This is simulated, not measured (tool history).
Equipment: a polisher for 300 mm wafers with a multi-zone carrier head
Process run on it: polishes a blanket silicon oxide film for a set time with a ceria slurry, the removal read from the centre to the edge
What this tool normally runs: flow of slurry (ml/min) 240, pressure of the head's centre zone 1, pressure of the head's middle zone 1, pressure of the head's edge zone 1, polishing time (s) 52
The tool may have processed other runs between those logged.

| run | day | flow of slurry (ml/min) | pressure of the head's centre zone | pressure of the head's middle zone | pressure of the head's edge zone | polishing time (s) | incoming thickness of the incoming film, nm | film removed at the wafer's centre (angstrom) | film removed at mid-radius (angstrom) | film removed at the wafer's edge (angstrom) |
|---|---|---|---|---|---|---|---|---|---|---|
| 1 | 0 | 240 | 1.05 | 1.11 | 1 | 52 | 1449.2 | 3112 | 3329 | 3070 |
| 2 | 1.096 | 240 | 1 | 1 | 1 | 52 | 1454.5 | 2960 | 3037 | 3030 |
| 3 | 1.821 | 270 | 1 | 1 | 1 | 52 | 1465.6 | 2989 | 3015 | 3033 |
|  | 2.054 | worn pad replaced by a new one |
| 4 | 2.1 | 240 | 1 | 1 | 1 | 52 | 1458.3 | 2950 | 3003 | 3050 |
| 5 | 3.567 | 215 | 0.9 | 1 | 0.95 | 59 | 1457.7 | 2858 | 3267 | 3287 |
|  | 3.692 | slurry nozzle cleaned |
| 6 | 4.092 | 260 | 1 | 1 | 1 | 62 | 1476.9 | 3683 | 3844 | 3712 |
| 7 | 4.562 | 275 | 1.08 | 1 | 0.95 | 59 | 1435 | 3863 | 3614 | 3521 |
| 8 | 5.125 | 240 | 1.1 | 1.11 | 0.89 | 67 | 1474.1 | 4357 | 4268 | 3801 |
| 9 | 5.408 | 285 | 1 | 1 | 1.12 | 52 | 1433.4 | 3107 | 3125 | 3394 |
| 10 | 5.808 | 240 | 0.89 | 1 | 1 | 60 | 1463.2 | 3132 | 3611 | 3582 |
| 11 | 6.25 | 240 | 1 | 1 | 1 | 61 | 1431.5 | 3608 | 3671 | 3667 |
| 12 | 6.75 | 160 | 1.04 | 1 | 1.05 | 60 | 1451.9 | 3469 | 3408 | 3551 |
| 13 | 7.417 | 170 | 1 | 1 | 1 | 52 | 1452 | 2879 | 2896 | 2991 |
| 14 | 7.954 | 205 | 0.96 | 1 | 0.95 | 41 | 1440.4 | 2236 | 2372 | 2370 |
| 15 | 8.258 | 190 | 1 | 1 | 1.07 | 52 | 1451.9 | 2943 | 2996 | 3154 |
| 16 | 8.604 | 310 | 1 | 0.95 | 0.88 | 39 | 1450.4 | 2354 | 2250 | 2244 |
| 17 | 8.946 | 240 | 1 | 1.05 | 1.07 | 52 | 1437.9 | 2909 | 3211 | 3182 |
|  | 9.242 | worn pad replaced by a new one |
| 18 | 9.533 | 240 | 1 | 1 | 1.06 | 66 | 1446.9 | 3724 | 3884 | 3947 |
| 19 | 10.133 | 240 | 1 | 0.91 | 1.04 | 52 | 1433.3 | 2957 | 2798 | 3152 |
| 20 | 10.754 | 290 | 0.93 | 1 | 0.93 | 52 | 1471.6 | 2785 | 3136 | 2968 |
| 21 | 11.188 | 275 | 1 | 1 | 1 | 52 | 1442.8 | 3033 | 3084 | 3068 |
| 22 | 11.504 | 240 | 1 | 1 | 1 | 52 | 1460 | 2926 | 2979 | 3083 |

List, for all runs, the conditions of the tool that the log does not record:
removal rate lost through wear of the pad, %: 0 in every run
deviation of the centre zone's pressure from its setpoint, %: 0 in every run
deviation of the edge zone's pressure from its setpoint, %: 0 in every run
H1: slurry flow missing at the pad, %
| run | H1 |
|---|---|
| 1 | 29.9 |
| 2 | 35.1 |
| 3 | 38.6 |
| 4 | 39.9 |
| 5 | 47 |
| 6 | 4.77 |
| 7 | 7.02 |
| 8 | 9.71 |
| 9 | 11.1 |
| 10 | 13 |
| 11 | 15.1 |
| 12 | 17.5 |
| 13 | 20.7 |
| 14 | 23.3 |
| 15 | 24.7 |
| 16 | 26.4 |
| 17 | 28 |
| 18 | 30.8 |
| 19 | 33.7 |
| 20 | 36.7 |
| 21 | 38.7 |
| 22 | 40.3 |
